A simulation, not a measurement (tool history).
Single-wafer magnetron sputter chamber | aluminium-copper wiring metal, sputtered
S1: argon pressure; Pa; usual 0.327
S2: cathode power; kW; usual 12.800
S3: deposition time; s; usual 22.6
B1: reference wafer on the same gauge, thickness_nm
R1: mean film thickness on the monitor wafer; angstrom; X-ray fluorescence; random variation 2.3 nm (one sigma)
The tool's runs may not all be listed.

{"run": 1, "hour": 0.0, "S1": 0.327, "S2": 12.8, "S3": 22.6, "B1": 408.447, "R1": 5030.82}
{"run": 2, "hour": 38.0, "S1": 0.327, "S2": 12.8, "S3": 22.6, "B1": 408.069, "R1": 4995.22}
{"run": 3, "hour": 93.0, "S1": 0.327, "S2": 12.15, "S3": 22.6, "B1": 407.433, "R1": 4789.65}
{"run": 4, "hour": 163.9, "S1": 0.327, "S2": 12.15, "S3": 22.6, "B1": 408.973, "R1": 4763.0}
{"run": 5, "hour": 264.9, "S1": 0.289, "S2": 12.8, "S3": 25.6, "B1": 409.467, "R1": 5879.02}
{"run": 6, "hour": 317.6, "S1": 0.289, "S2": 12.8, "S3": 25.6, "B1": 409.741, "R1": 5953.05}
{"run": 7, "hour": 378.5, "S1": 0.289, "S2": 12.8, "S3": 25.6, "B1": 409.968, "R1": 5848.5}
{"run": 8, "hour": 420.4, "S1": 0.327, "S2": 10.75, "S3": 22.6, "B1": 409.985, "R1": 4270.5}
{"run": 9, "hour": 517.8, "S1": 0.431, "S2": 11.1, "S3": 22.6, "B1": 410.806, "R1": 4074.51}
{"hour": 528.4, "done": "capacitance manometer re-zeroed and calibrated"}
{"run": 10, "hour": 592.1, "S1": 0.327, "S2": 12.8, "S3": 22.6, "B1": 410.757, "R1": 5047.22}
{"hour": 629.2, "done": "sputter target and shields replaced"}
{"run": 11, "hour": 663.4, "S1": 0.327, "S2": 12.8, "S3": 22.6, "B1": 411.472, "R1": 5061.68}
{"run": 12, "hour": 766.8, "S1": 0.437, "S2": 12.8, "S3": 27.0, "B1": 411.98, "R1": 5579.15}
{"run": 13, "hour": 866.4, "S1": 0.428, "S2": 9.85, "S3": 22.6, "B1": 412.922, "R1": 3701.9}
{"run": 14, "hour": 908.5, "S1": 0.424, "S2": 12.8, "S3": 22.6, "B1": 413.65, "R1": 4727.75}
{"hour": 923.0, "done": "magnet pack replaced"}
{"run": 15, "hour": 999.6, "S1": 0.234, "S2": 10.4, "S3": 25.6, "B1": 414.219, "R1": 5162.04}
{"run": 16, "hour": 1103.8, "S1": 0.284, "S2": 12.8, "S3": 19.6, "B1": 413.644, "R1": 4573.01}
{"run": 17, "hour": 1150.5, "S1": 0.327, "S2": 12.8, "S3": 22.6, "B1": 414.698, "R1": 5125.63}
{"run": 18, "hour": 1254.3, "S1": 0.382, "S2": 12.8, "S3": 22.6, "B1": 414.32, "R1": 4899.01}
{"hour": 1264.4, "done": "sputter target and shields replaced"}
{"run": 19, "hour": 1306.6, "S1": 0.327, "S2": 12.8, "S3": 22.6, "B1": 416.202, "R1": 5108.14}
{"run": 20, "hour": 1342.8, "S1": 0.198, "S2": 12.8, "S3": 18.8, "B1": 415.751, "R1": 4690.82}
{"run": 21, "hour": 1438.5, "S1": 0.278, "S2": 11.05, "S3": 24.4, "B1": 415.88, "R1": 5049.04}
{"hour": 1478.2, "done": "gauge calibrated"}
{"run": 22, "hour": 1520.1, "S1": 0.369, "S2": 14.65, "S3": 24.6, "B1": 400.219, "R1": 5865.23}
{"run": 23, "hour": 1570.7, "S1": 0.445, "S2": 12.8, "S3": 24.0, "B1": 400.268, "R1": 4808.02}
{"run": 24, "hour": 1650.4, "S1": 0.327, "S2": 11.7, "S3": 26.8, "B1": 400.226, "R1": 5422.31}
{"run": 25, "hour": 1708.8, "S1": 0.23, "S2": 12.8, "S3": 22.6, "B1": 400.844, "R1": 5307.22}
{"run": 26, "hour": 1810.5, "S1": 0.327, "S2": 12.8, "S3": 22.6, "B1": 401.801, "R1": 4928.08}
{"run": 27, "hour": 1847.1, "S1": 0.327, "S2": 11.8, "S3": 22.6, "B1": 401.368, "R1": 4649.7}
{"hour": 2010.4, "done": "sputter target and shields replaced"}
{"run": 28, "hour": 2098.9, "S1": 0.239, "S2": 13.8, "S3": 26.9, "B1": 403.473, "R1": 6815.65}
{"run": 29, "hour": 2209.6, "S1": 0.327, "S2": 14.05, "S3": 22.6, "B1": 403.069, "R1": 5398.08}
{"run": 30, "hour": 2300.8, "S1": 0.327, "S2": 12.8, "S3": 22.6, "B1": 404.611, "R1": 4975.08}
{"run": 31, "hour": 2343.4, "S1": 0.327, "S2": 12.15, "S3": 22.6, "B1": 404.151, "R1": 4768.35}
{"run": 32, "hour": 2412.5, "S1": 0.327, "S2": 10.2, "S3": 19.2, "B1": 404.792, "R1": 3449.4}
{"run": 33, "hour": 2453.6, "S1": 0.437, "S2": 14.9, "S3": 21.3, "B1": 404.466, "R1": 4948.94}
{"run": 34, "hour": 2511.4, "S1": 0.256, "S2": 12.8, "S3": 22.6, "B1": 405.809, "R1": 5319.33}
{"run": 35, "hour": 2563.5, "S1": 0.327, "S2": 12.8, "S3": 22.6, "B1": 405.712, "R1": 4986.52}

Forecast each of these 3 alternatives for the next run:
{"run": "A", "hour": 2563.9, "S1": 0.327, "S2": 12.8, "S3": 22.6, "B1": "?", "R1": "?"}
{"run": "B", "hour": 2563.9, "S1": 0.374, "S2": 12.8, "S3": 22.6, "B1": "?", "R1": "?"}
{"run": "C", "hour": 2563.9, "S1": 0.447, "S2": 11.7, "S3": 20.0, "B1": "?", "R1": "?"}

run=A B1=405.631 R1=4995.76
run=B B1=405.631 R1=4815.88
run=C B1=405.631 R1=3717.57
Without the tool's hidden state the same runs would have given:
run=A R1=4922.65
run=B R1=4745.40
run=C R1=3663.16
